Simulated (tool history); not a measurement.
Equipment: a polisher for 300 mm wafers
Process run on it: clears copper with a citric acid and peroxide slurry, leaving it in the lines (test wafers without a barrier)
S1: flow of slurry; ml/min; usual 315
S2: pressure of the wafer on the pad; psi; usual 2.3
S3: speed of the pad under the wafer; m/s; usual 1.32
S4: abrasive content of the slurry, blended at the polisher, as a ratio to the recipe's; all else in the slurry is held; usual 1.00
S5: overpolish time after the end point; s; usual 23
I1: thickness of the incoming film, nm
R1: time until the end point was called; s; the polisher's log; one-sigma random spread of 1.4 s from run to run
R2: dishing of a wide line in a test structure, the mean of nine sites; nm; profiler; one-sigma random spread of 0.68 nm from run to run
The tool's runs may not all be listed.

run,day,S1,S2,S3,S4,S5,I1,R1,R2
1,0.000,315,2.3,1.32,1.00,23,268.1,91.0,39.7
2,1.558,315,2.3,1.32,1.00,15,272.3,93.0,27.0
# day 2.246: slurry nozzle cleaned
3,3.717,315,2.3,1.32,1.00,15,271.2,86.3,29.1
4,5.500,315,2.3,1.32,1.00,15,273.9,86.7,28.1
5,6.996,315,2.3,1.32,1.00,23,270.1,87.1,40.7
# day 7.917: worn pad replaced by a new one
6,9.321,315,2.3,1.32,1.00,23,273.1,88.1,39.2
7,11.833,315,2.0,1.32,0.85,23,268.4,105.0,34.9
# day 13.667: slurry blender recalibrated
8,14.688,315,2.0,1.32,0.85,23,271.0,103.5,35.5
9,16.075,315,2.1,1.32,0.80,23,273.4,104.1,35.7
10,18.592,315,2.1,1.32,0.80,23,270.1,105.0,35.9
11,21.325,315,2.1,1.32,0.80,23,270.7,106.4,35.0
# day 22.396: worn pad replaced by a new one
12,23.400,315,2.3,1.32,1.00,23,267.0,88.7,40.6
13,24.712,315,2.3,1.32,1.00,23,269.7,92.3,40.3
# day 24.867: slurry nozzle cleaned
14,27.138,410,2.3,1.32,1.00,23,275.0,86.0,41.0
15,28.692,315,2.3,1.32,0.90,31,273.4,91.7,49.6
# day 30.350: slurry blender recalibrated
16,31.646,380,2.3,1.56,1.25,27,270.9,68.3,55.5
17,33.912,315,2.3,1.32,1.00,23,273.2,91.4,38.5
# day 34.546: worn pad replaced by a new one
18,36.258,370,1.7,1.32,1.00,18,272.0,112.8,26.2
# day 37.038: head pressure recalibrated
19,45.225,315,1.6,1.64,1.00,17,273.8,102.1,28.4
# day 45.375: slurry blender recalibrated
20,46.350,240,1.6,1.62,1.00,23,268.0,106.1,33.3
# day 46.658: slurry nozzle cleaned
# day 46.704: worn pad replaced by a new one
21,49.296,225,1.7,1.32,0.85,23,272.4,123.9,30.9
22,50.558,315,2.3,1.32,1.00,23,268.3,86.1,40.7
23,52.583,345,2.1,1.32,1.00,23,272.8,94.7,38.9
24,54.975,315,2.3,1.68,0.90,23,268.4,71.2,48.0
25,56.400,315,2.3,1.18,0.80,23,265.1,102.6,33.8
26,58.817,315,3.1,1.32,1.00,16,270.1,67.0,37.8
27,60.100,315,2.3,1.32,1.00,23,272.7,91.8,40.2
# day 60.862: slurry blender recalibrated
# day 61.662: worn pad replaced by a new one
28,61.683,315,2.3,1.54,1.00,23,267.4,75.3,45.4

Each row is a separate what-if for the run after 28, all from the same tool condition, not one after another. Results?
A,61.704,315,2.3,1.32,1.00,23,267.9,?,?
B,61.704,265,1.9,1.32,1.00,23,267.9,?,?
C,61.704,405,2.7,1.32,1.00,23,267.9,?,?
D,61.704,315,2.3,1.32,1.00,30,267.9,?,?

run,R1,R2
A,89.3,39.5
B,107.4,33.5
C,75.5,45.6
D,89.3,48.8
With the hidden condition removed and each run's random variation left untouched, the same runs would have given:
run,R1,R2
A,84.1,41.4
B,100.0,35.6
C,72.1,47.3
D,84.1,51.1
